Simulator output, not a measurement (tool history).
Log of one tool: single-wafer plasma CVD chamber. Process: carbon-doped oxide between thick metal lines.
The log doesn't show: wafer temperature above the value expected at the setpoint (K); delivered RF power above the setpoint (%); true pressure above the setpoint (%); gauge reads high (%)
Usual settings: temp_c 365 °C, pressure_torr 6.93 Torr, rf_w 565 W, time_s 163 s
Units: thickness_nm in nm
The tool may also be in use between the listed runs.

| run | hour | temp_c | pressure_torr | rf_w | time_s | wafers since the last listed run | hours since the last thermocouple change | hours since the last RF generator calibration | hours since the last manometer calibration | hours since the showerhead was replaced | hours since the gauge calibration | read-back reference wafer on the same gauge, thickness_nm | thickness_nm |
|---|---|---|---|---|---|---|---|---|---|---|---|---|---|
| 1 | 0 | 365 | 6.93 | 565 | 139 | 0 | 3058.1 | 61 | 958 | 89.6 | 1642.9 | 1116.025 | 804.708 |
|  | 52.2 | thermocouple changed; heater temperature recalibrated |
| 2 | 53 | 365 | 6.93 | 565 | 163 | 237 | 0.8 | 114 | 1011 | 142.6 | 1695.9 | 1115.86 | 960.07 |
| 3 | 122.9 | 365 | 6.93 | 565 | 163 | 368 | 70.7 | 183.9 | 1080.9 | 212.5 | 1765.8 | 1116.807 | 952.417 |
| 4 | 177.5 | 365 | 6.93 | 565 | 163 | 287 | 125.3 | 238.5 | 1135.5 | 267.1 | 1820.4 | 1116.114 | 956.308 |
| 5 | 241.6 | 365 | 6.93 | 565 | 163 | 337 | 189.4 | 302.6 | 1199.6 | 331.2 | 1884.5 | 1116.287 | 952.542 |
| 6 | 286.1 | 371 | 7.71 | 530 | 185 | 234 | 233.9 | 347.1 | 1244.1 | 375.7 | 1929 | 1115.249 | 1025.334 |
| 7 | 319.5 | 365 | 5.92 | 610 | 163 | 175 | 267.3 | 380.5 | 1277.5 | 409.1 | 1962.4 | 1115.723 | 989.338 |
| 8 | 377.2 | 359 | 8.31 | 565 | 176 | 303 | 325 | 438.2 | 1335.2 | 466.8 | 2020.1 | 1116.64 | 1055.683 |
|  | 389.3 | gauge calibrated |
| 9 | 424.8 | 371 | 6.93 | 650 | 163 | 250 | 372.6 | 485.8 | 1382.8 | 514.4 | 35.5 | 1116.586 | 1026.236 |
| 10 | 490 | 365 | 6.93 | 565 | 163 | 343 | 437.8 | 551 | 1448 | 579.6 | 100.7 | 1115.453 | 945.998 |
| 11 | 528.4 | 373 | 7.47 | 470 | 137 | 202 | 476.2 | 589.4 | 1486.4 | 618 | 139.1 | 1115.838 | 686.228 |
| 12 | 571.1 | 376 | 6.09 | 565 | 163 | 224 | 518.9 | 632.1 | 1529.1 | 660.7 | 181.8 | 1115.582 | 906.987 |
| 13 | 611.7 | 371 | 7.96 | 520 | 195 | 213 | 559.5 | 672.7 | 1569.7 | 701.3 | 222.4 | 1115.817 | 1057.62 |
| 14 | 636 | 365 | 6.93 | 565 | 163 | 128 | 583.8 | 697 | 1594 | 725.6 | 246.7 | 1116.029 | 945.127 |
| 15 | 750.2 | 365 | 6.93 | 565 | 136 | 601 | 698 | 811.2 | 1708.2 | 839.8 | 360.9 | 1116.38 | 788.681 |
| 16 | 775 | 371 | 6.42 | 565 | 163 | 130 | 722.8 | 836 | 1733 | 864.6 | 385.7 | 1115.927 | 923.62 |
| 17 | 812.9 | 365 | 6.93 | 565 | 163 | 199 | 760.7 | 873.9 | 1770.9 | 902.5 | 423.6 | 1116.317 | 945.488 |
|  | 828.6 | capacitance manometer re-zeroed and calibrated |
| 18 | 849.6 | 376 | 5.35 | 650 | 183 | 151 | 797.4 | 910.6 | 21 | 939.2 | 460.3 | 1115.614 | 1099.336 |
| 19 | 919.7 | 378 | 5.6 | 480 | 144 | 369 | 867.5 | 980.7 | 91.1 | 1009.3 | 530.4 | 1115.41 | 703.5 |
| 20 | 949.1 | 365 | 6.93 | 525 | 163 | 154 | 896.9 | 1010.1 | 120.5 | 1038.7 | 559.8 | 1116.601 | 894.012 |
| 21 | 1005.5 | 365 | 7.57 | 630 | 163 | 297 | 953.3 | 1066.5 | 176.9 | 1095.1 | 616.2 | 1114.659 | 1015.793 |
| 22 | 1041.1 | 365 | 5.81 | 565 | 163 | 187 | 988.9 | 1102.1 | 212.5 | 1130.7 | 651.8 | 1116.085 | 924.48 |
| 23 | 1097.4 | 365 | 6.93 | 625 | 163 | 296 | 1045.2 | 1158.4 | 268.8 | 1187 | 708.1 | 1116.702 | 1005.145 |
| 24 | 1127.6 | 365 | 7.77 | 565 | 195 | 159 | 1075.4 | 1188.6 | 299 | 1217.2 | 738.3 | 1115.963 | 1128.863 |
| 25 | 1180.8 | 365 | 6.93 | 565 | 163 | 280 | 1128.6 | 1241.8 | 352.2 | 1270.4 | 791.5 | 1115.793 | 939.089 |
| 26 | 1248.4 | 353 | 6.93 | 565 | 163 | 356 | 1196.2 | 1309.4 | 419.8 | 1338 | 859.1 | 1115.353 | 962.975 |
| 27 | 1275.2 | 365 | 6.93 | 595 | 163 | 141 | 1223 | 1336.2 | 446.6 | 1364.8 | 885.9 | 1115.587 | 972.298 |
| 28 | 1413.8 | 372 | 6.93 | 630 | 163 | 730 | 1361.6 | 1474.8 | 585.2 | 1503.4 | 1024.5 | 1116.219 | 994.428 |

How the hidden state differs across the entries between the runs, from the last listed run before each to the first after it:
Between runs 1 and 2: thermocouple changed; heater temperature recalibrated (hour 52.2)
  wafer temperature above the value expected at the setpoint (K): 6.16 -> -0.39; delivered RF power above the setpoint (%): -0.375 -> -0.622
  measured less the result without the state, thickness_nm: -14.21 -> -3.112 nm
Between runs 8 and 9: gauge calibrated (hour 389.3)
  wafer temperature above the value expected at the setpoint (K): 0.316 -> 0.419; delivered RF power above the setpoint (%): -1.69 -> -1.8
  measured less the result without the state, thickness_nm: -13.176 -> -13.383 nm
Between runs 17 and 18: capacitance manometer re-zeroed and calibrated (hour 828.6)
  wafer temperature above the value expected at the setpoint (K): 1.26 -> 1.34; delivered RF power above the setpoint (%): -2.4 -> -2.44
  measured less the result without the state, thickness_nm: -18.718 -> -21.552 nm
